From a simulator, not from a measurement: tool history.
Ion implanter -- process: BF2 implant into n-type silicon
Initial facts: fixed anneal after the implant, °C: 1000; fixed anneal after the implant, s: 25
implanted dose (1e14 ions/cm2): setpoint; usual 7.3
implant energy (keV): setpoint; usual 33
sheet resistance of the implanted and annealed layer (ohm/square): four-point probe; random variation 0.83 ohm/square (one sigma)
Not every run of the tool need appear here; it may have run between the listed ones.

run	hour	implanted dose (1e14 ions/cm2)	implant energy (keV)	read-back reference wafer on the same gauge, sheet resistance	sheet resistance of the implanted and annealed layer (ohm/square)
1	0	7.3	37.5	159.99	165.48
2	69.5	8.89	33	159.86	154.39
3	99.1	8.89	33	159.9	155.5
4	165.5	8.89	33	159.85	154.62
5	226.9	5.61	29.5	159.91	213.54
# hour 247.2: Faraday cup replaced and dose calibrated
6	288.4	7.3	33	160.08	172.61
7	335	7.3	33	160	172.78
8	373.6	9.14	29	160.13	157.91
9	416.2	6.36	24	159.94	203.52
# hour 425.8: gauge calibrated
10	476.4	8.89	33	159.97	154.09
# hour 521.2: extraction supply calibrated
11	534	6.63	44.5	159.9	172.81
12	578.6	7.3	33	159.84	171.26
13	642.7	5.33	26.5	160.11	223
14	686	7.3	28.5	159.94	177.58
15	774.2	8.57	44	159.99	143.81

5 options for the next run, each taken on its own from the tool as it stands now. Forecast them:
A	774.6	9.45	33	?	?
B	774.6	7.3	21.5	?	?
C	774.6	7.3	23	?	?
D	774.6	7.3	27	?	?
E	774.6	6.2	26	?	?

run	read-back reference wafer on the same gauge, sheet resistance	sheet resistance of the implanted and annealed layer (ohm/square)
A	160.11	149.66
B	160.11	195.98
C	160.11	191.84
D	160.11	182.63
E	160.11	203.53
Without the tool's unlogged condition, the same runs would have read:
run	sheet resistance of the implanted and annealed layer (ohm/square)
A	149.66
B	195.98
C	191.84
D	182.63
E	203.53
